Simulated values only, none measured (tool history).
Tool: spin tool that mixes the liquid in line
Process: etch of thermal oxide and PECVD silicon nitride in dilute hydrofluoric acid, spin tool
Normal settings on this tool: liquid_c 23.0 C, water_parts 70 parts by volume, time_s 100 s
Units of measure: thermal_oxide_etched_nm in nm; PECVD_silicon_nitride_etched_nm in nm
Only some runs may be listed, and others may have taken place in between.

| run | day | liquid_c | water_parts | time_s | wafers since the last listed run | hours since the thermometer was replaced | hours since the hydrofluoric acid flow meter was replaced | hours since the gauge calibration | read-back film thickness of the thermal oxide reference wafer, read on the same gauge (nm) | read-back film thickness of the PECVD silicon nitride reference wafer, read on the same gauge (nm) | thermal_oxide_etched_nm | PECVD_silicon_nitride_etched_nm |
|---|---|---|---|---|---|---|---|---|---|---|---|---|
| 1 | 0.000 | 23.0 | 85 | 100 | 0 | 2102.0 | 694.6 | 1072.7 | 120.01 | 70.03 | 4.58 | 6.23 |
|  | 1.421 | hydrofluoric acid flow meter replaced |
| 2 | 2.712 | 23.0 | 70 | 100 | 613 | 2167.1 | 31.0 | 1137.8 | 120.01 | 70.00 | 5.90 | 7.85 |
|  | 4.992 | gauge calibrated |
| 3 | 5.488 | 23.0 | 70 | 100 | 637 | 2233.7 | 97.6 | 11.9 | 119.98 | 70.00 | 5.92 | 7.84 |
| 4 | 6.521 | 23.0 | 70 | 100 | 237 | 2258.5 | 122.4 | 36.7 | 120.02 | 69.99 | 5.93 | 7.85 |
| 5 | 7.725 | 23.0 | 70 | 100 | 276 | 2287.4 | 151.3 | 65.6 | 120.01 | 70.03 | 5.93 | 7.86 |
| 6 | 9.654 | 23.0 | 70 | 100 | 443 | 2333.7 | 197.6 | 111.9 | 120.04 | 69.97 | 5.91 | 7.81 |
| 7 | 11.429 | 23.0 | 70 | 100 | 407 | 2376.3 | 240.2 | 154.5 | 120.01 | 70.02 | 5.89 | 7.73 |
| 8 | 14.329 | 23.0 | 70 | 100 | 666 | 2445.9 | 309.8 | 224.1 | 120.05 | 70.02 | 5.86 | 7.73 |
| 9 | 18.442 | 24.5 | 55 | 60 | 944 | 2544.6 | 408.5 | 322.8 | 119.98 | 69.99 | 4.82 | 6.47 |
| 10 | 20.012 | 23.0 | 70 | 100 | 360 | 2582.3 | 446.2 | 360.5 | 119.98 | 70.03 | 5.81 | 7.75 |
| 11 | 22.612 | 20.0 | 70 | 155 | 597 | 2644.7 | 508.6 | 422.9 | 119.99 | 69.99 | 7.94 | 9.76 |
| 12 | 24.717 | 28.0 | 70 | 100 | 483 | 2695.2 | 559.1 | 473.4 | 120.02 | 70.00 | 7.06 | 10.80 |
|  | 26.112 | thermometer replaced |
|  | 26.821 | hydrofluoric acid flow meter replaced |
| 13 | 27.167 | 25.0 | 45 | 100 | 543 | 25.3 | 8.3 | 532.2 | 120.01 | 69.98 | 10.23 | 13.61 |
| 14 | 29.675 | 26.5 | 105 | 145 | 576 | 85.5 | 68.5 | 592.4 | 120.03 | 70.03 | 6.20 | 9.23 |
| 15 | 32.508 | 26.5 | 95 | 75 | 651 | 153.5 | 136.5 | 660.4 | 119.98 | 70.02 | 3.57 | 5.31 |
| 16 | 33.746 | 23.0 | 100 | 100 | 284 | 183.2 | 166.2 | 690.1 | 120.01 | 69.97 | 3.91 | 5.36 |
| 17 | 35.429 | 23.0 | 70 | 100 | 386 | 223.6 | 206.6 | 730.5 | 120.00 | 69.98 | 5.83 | 7.59 |
| 18 | 37.400 | 27.5 | 60 | 155 | 452 | 270.9 | 253.9 | 777.8 | 119.99 | 70.00 | 12.68 | 18.47 |
| 19 | 40.433 | 20.0 | 80 | 135 | 696 | 343.7 | 326.7 | 850.6 | 119.98 | 69.99 | 5.90 | 7.28 |
| 20 | 42.796 | 23.0 | 90 | 135 | 542 | 400.4 | 383.4 | 907.3 | 120.02 | 70.02 | 5.86 | 7.90 |
| 21 | 44.496 | 20.5 | 70 | 100 | 390 | 441.2 | 424.2 | 948.1 | 119.99 | 70.01 | 5.19 | 6.38 |
|  | 48.854 | gauge calibrated |
| 22 | 51.054 | 26.5 | 90 | 45 | 1506 | 598.6 | 581.6 | 52.8 | 119.99 | 70.03 | 2.23 | 3.31 |
| 23 | 53.796 | 20.0 | 95 | 100 | 629 | 664.4 | 647.4 | 118.6 | 120.03 | 70.01 | 3.60 | 4.58 |
| 24 | 55.688 | 26.0 | 90 | 85 | 434 | 709.8 | 692.8 | 164.0 | 120.04 | 70.00 | 4.07 | 6.05 |
|  | 56.312 | hydrofluoric acid flow meter replaced |
| 25 | 57.058 | 23.0 | 70 | 100 | 305 | 742.7 | 17.9 | 196.9 | 119.98 | 69.97 | 5.87 | 7.68 |

Pick out some run-to-run changes in thermal_oxide_etched_nm. Of each, how much would a tool without hidden state show as well, from the settings, what came in and chance, and how much is left for the hidden state and any gauge scatter not in both results compared?
The tool's hidden condition here consists of: liquid hotter than its thermometer reads (K); hydrofluoric acid flow below the setpoint (%); gauge reads high (%).
Run 1 -> 2: water_parts 85 -> 70, hydrofluoric acid flow meter replaced. thermal_oxide_etched_nm +1.32 nm: hidden state +0.22, all else +1.10.
Run 17 -> 18: liquid_c 23.0 -> 27.5, water_parts 70 -> 60, time_s 100 -> 155. thermal_oxide_etched_nm +6.85 nm: hidden state -0.08, all else +6.93.
Run 18 -> 19: liquid_c 27.5 -> 20.0, water_parts 60 -> 80, time_s 155 -> 135. thermal_oxide_etched_nm -6.78 nm: hidden state +0.05, all else -6.83.
Run 24 -> 25: liquid_c 26.0 -> 23.0, water_parts 90 -> 70, time_s 85 -> 100, hydrofluoric acid flow meter replaced. thermal_oxide_etched_nm +1.80 nm: hidden state +0.19, all else +1.61.
